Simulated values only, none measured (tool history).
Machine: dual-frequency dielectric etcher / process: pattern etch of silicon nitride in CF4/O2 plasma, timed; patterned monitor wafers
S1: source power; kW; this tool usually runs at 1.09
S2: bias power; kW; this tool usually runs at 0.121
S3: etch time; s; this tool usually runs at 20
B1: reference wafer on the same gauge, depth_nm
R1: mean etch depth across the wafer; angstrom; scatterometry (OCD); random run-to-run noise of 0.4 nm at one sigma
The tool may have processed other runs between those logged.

{"run": 1, "hour": 0.0, "S1": 1.09, "S2": 0.121, "S3": 20, "B1": 75.2, "R1": 686}
{"run": 2, "hour": 11.5, "S1": 1.09, "S2": 0.121, "S3": 20, "B1": 75.1, "R1": 693}
{"run": 3, "hour": 29.7, "S1": 1.09, "S2": 0.121, "S3": 20, "B1": 75.2, "R1": 684}
{"run": 4, "hour": 47.1, "S1": 1.09, "S2": 0.121, "S3": 24.5, "B1": 75.1, "R1": 848}
{"run": 5, "hour": 58.1, "S1": 1.09, "S2": 0.121, "S3": 20, "B1": 75.2, "R1": 692}
{"run": 6, "hour": 66.5, "S1": 1.09, "S2": 0.121, "S3": 20, "B1": 75.2, "R1": 687}
{"run": 7, "hour": 77.5, "S1": 1.09, "S2": 0.144, "S3": 20, "B1": 75.2, "R1": 722}
{"run": 8, "hour": 93.7, "S1": 1.09, "S2": 0.144, "S3": 20, "B1": 75.2, "R1": 730}
{"run": 9, "hour": 100.8, "S1": 1.26, "S2": 0.121, "S3": 20, "B1": 75.2, "R1": 752}
{"run": 10, "hour": 113.7, "S1": 1.28, "S2": 0.121, "S3": 23, "B1": 75.1, "R1": 867}
{"hour": 127.5, "done": "source power generator calibrated"}
{"run": 11, "hour": 128.0, "S1": 1.28, "S2": 0.121, "S3": 23, "B1": 75.1, "R1": 874}
{"hour": 142.9, "done": "bias power generator calibrated"}
{"hour": 156.1, "done": "gauge calibrated"}
{"hour": 160.0, "done": "wet clean of the chamber"}
{"run": 12, "hour": 160.5, "S1": 1.28, "S2": 0.121, "S3": 23, "B1": 75.2, "R1": 828}
{"run": 13, "hour": 160.9, "S1": 1.09, "S2": 0.121, "S3": 20, "B1": 75.2, "R1": 658}
{"run": 14, "hour": 161.2, "S1": 1.09, "S2": 0.121, "S3": 20, "B1": 75.2, "R1": 661}
{"run": 15, "hour": 162.4, "S1": 0.93, "S2": 0.132, "S3": 25, "B1": 75.2, "R1": 779}
{"run": 16, "hour": 174.8, "S1": 0.99, "S2": 0.137, "S3": 17.5, "B1": 75.3, "R1": 570}
{"run": 17, "hour": 182.9, "S1": 1.09, "S2": 0.139, "S3": 22.5, "B1": 75.2, "R1": 776}
{"run": 18, "hour": 194.2, "S1": 1.09, "S2": 0.121, "S3": 21.5, "B1": 75.2, "R1": 715}
{"run": 19, "hour": 202.4, "S1": 1.09, "S2": 0.121, "S3": 21.5, "B1": 75.3, "R1": 709}
{"run": 20, "hour": 217.7, "S1": 1.09, "S2": 0.121, "S3": 24.5, "B1": 75.2, "R1": 812}
{"hour": 251.0, "done": "upper electrode replaced"}
{"run": 21, "hour": 251.5, "S1": 1, "S2": 0.143, "S3": 24.5, "B1": 75.2, "R1": 821}
{"run": 22, "hour": 251.9, "S1": 1.09, "S2": 0.121, "S3": 25.5, "B1": 75.1, "R1": 856}
{"run": 23, "hour": 257.8, "S1": 1.09, "S2": 0.138, "S3": 16.5, "B1": 75.1, "R1": 561}
{"run": 24, "hour": 273.2, "S1": 1.09, "S2": 0.096, "S3": 18, "B1": 75.3, "R1": 568}
{"run": 25, "hour": 281.4, "S1": 1.09, "S2": 0.121, "S3": 20, "B1": 75.1, "R1": 672}
{"run": 26, "hour": 320.2, "S1": 1.09, "S2": 0.147, "S3": 25.5, "B1": 75.2, "R1": 911}
{"run": 27, "hour": 328.4, "S1": 1.09, "S2": 0.121, "S3": 24.5, "B1": 75.2, "R1": 823}
{"run": 28, "hour": 358.6, "S1": 1.24, "S2": 0.143, "S3": 18, "B1": 75.1, "R1": 681}

4 ways to go on from here, each from the tool as it stands after run 28. What would each give?
{"run": "A", "hour": 359.0, "S1": 1.09, "S2": 0.15, "S3": 20, "B1": "?", "R1": "?"}
{"run": "B", "hour": 359.0, "S1": 1.23, "S2": 0.109, "S3": 16, "B1": "?", "R1": "?"}
{"run": "C", "hour": 359.0, "S1": 1.09, "S2": 0.134, "S3": 16, "B1": "?", "R1": "?"}
{"run": "D", "hour": 359.0, "S1": 1.09, "S2": 0.149, "S3": 17, "B1": "?", "R1": "?"}

run=A B1=75.2 R1=712
run=B B1=75.2 R1=558
run=C B1=75.2 R1=552
run=D B1=75.2 R1=604
With no hidden state in the tool, these same runs would have given:
run=A R1=696
run=B R1=546
run=C R1=540
run=D R1=591

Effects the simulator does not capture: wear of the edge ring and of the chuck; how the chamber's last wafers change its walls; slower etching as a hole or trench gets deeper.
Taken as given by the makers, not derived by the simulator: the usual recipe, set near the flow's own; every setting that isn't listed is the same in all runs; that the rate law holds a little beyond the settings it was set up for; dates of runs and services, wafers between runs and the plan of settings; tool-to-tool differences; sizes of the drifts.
